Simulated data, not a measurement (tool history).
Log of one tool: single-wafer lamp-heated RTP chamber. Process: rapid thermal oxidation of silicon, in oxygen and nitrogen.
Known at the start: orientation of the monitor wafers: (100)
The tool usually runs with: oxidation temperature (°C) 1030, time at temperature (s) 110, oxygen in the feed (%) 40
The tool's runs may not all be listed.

run	hour	oxidation temperature (°C)	time at temperature (s)	oxygen in the feed (%)	read-back reference wafer on the same gauge, thickness	oxide thickness on the monitor wafer (nm)
1	0	1030	110	40	8.264	7.421
# hour 116.9: gauge calibrated
2	127	1030	144	33	8.341	7.959
# hour 180.4: pyrometer window cleaned and pyrometer calibrated
3	181.2	1043	110	40	8.341	8.218
4	239	1030	95	40	8.349	7.061
5	305	1030	95	40	8.34	7.084
6	350.1	1030	83	40	8.34	6.659
7	395.3	1030	83	40	8.339	6.65
8	428.4	1030	83	40	8.338	6.676
9	551.2	1030	110	33	8.33	7.026
10	609.3	1030	110	33	8.326	7.035
# hour 626.6: pyrometer window cleaned and pyrometer calibrated
11	672.5	1030	110	33	8.324	7.018
12	701.7	1030	110	40	8.319	7.539
13	730.3	1030	110	40	8.307	7.473
14	762.5	1030	110	40	8.309	7.471
15	819.8	1021	110	40	8.301	7.058
16	850.8	1050	110	40	8.296	8.636
17	907.1	1030	95	56	8.279	7.898
18	939.4	1051	158	30	8.288	9.199
19	993.4	1030	110	40	8.271	7.49
# hour 1011.2: oxygen flow controller replaced
# hour 1099: pyrometer window cleaned and pyrometer calibrated
20	1099.7	1016	139	52	8.259	8.249
21	1143.8	1043	110	40	8.244	8.138
22	1177.8	1057	78	59	8.241	8.85
# hour 1200: gauge calibrated
23	1242.3	1049	75	40	8.355	7.247
24	1293.3	1049	73	61	8.343	8.333
25	1345.4	1004	110	40	8.352	6.296
26	1395.8	1043	110	40	8.343	8.309
27	1454.8	1030	55	40	8.345	5.58
28	1504	1013	95	64	8.338	7.402
29	1604.5	1013	162	54	8.339	8.848
# hour 1639: pyrometer window cleaned and pyrometer calibrated
30	1639.5	1030	156	17	8.333	6.588

Pick out some run-to-run changes in oxide thickness on the monitor wafer (nm). Of each, how much would a tool without hidden state show as well, from the settings, what came in and chance, and how much is left for the hidden state and any gauge scatter not in both results compared?
Hidden state at play: true wafer temperature minus pyrometer reading, K; deviation of the oxygen flow from its setpoint, %; gauge reads high (%).
Run 1 -> 2: time at temperature (s) 110 -> 144, oxygen in the feed (%) 40 -> 33, gauge calibrated. oxide thickness on the monitor wafer (nm) +0.538: hidden state +0.076, all else +0.462.
Run 19 -> 20: oxidation temperature (°C) 1030 -> 1016, time at temperature (s) 110 -> 139, oxygen in the feed (%) 40 -> 52, oxygen flow controller replaced, pyrometer window cleaned and pyrometer calibrated. oxide thickness on the monitor wafer (nm) +0.759: hidden state -0.025, all else +0.784.
Run 22 -> 23: oxidation temperature (°C) 1057 -> 1049, time at temperature (s) 78 -> 75, oxygen in the feed (%) 59 -> 40, gauge calibrated. oxide thickness on the monitor wafer (nm) -1.603: hidden state +0.115, all else -1.718.
Run 24 -> 25: oxidation temperature (°C) 1049 -> 1004, time at temperature (s) 73 -> 110, oxygen in the feed (%) 61 -> 40. oxide thickness on the monitor wafer (nm) -2.037: hidden state +0, all else -2.037.
Run 26 -> 27: oxidation temperature (°C) 1043 -> 1030, time at temperature (s) 110 -> 55. oxide thickness on the monitor wafer (nm) -2.729: hidden state +0, all else -2.729.
Run 29 -> 30: oxidation temperature (°C) 1013 -> 1030, time at temperature (s) 162 -> 156, oxygen in the feed (%) 54 -> 17, pyrometer window cleaned and pyrometer calibrated. oxide thickness on the monitor wafer (nm) -2.26: hidden state +0.003, all else -2.263.
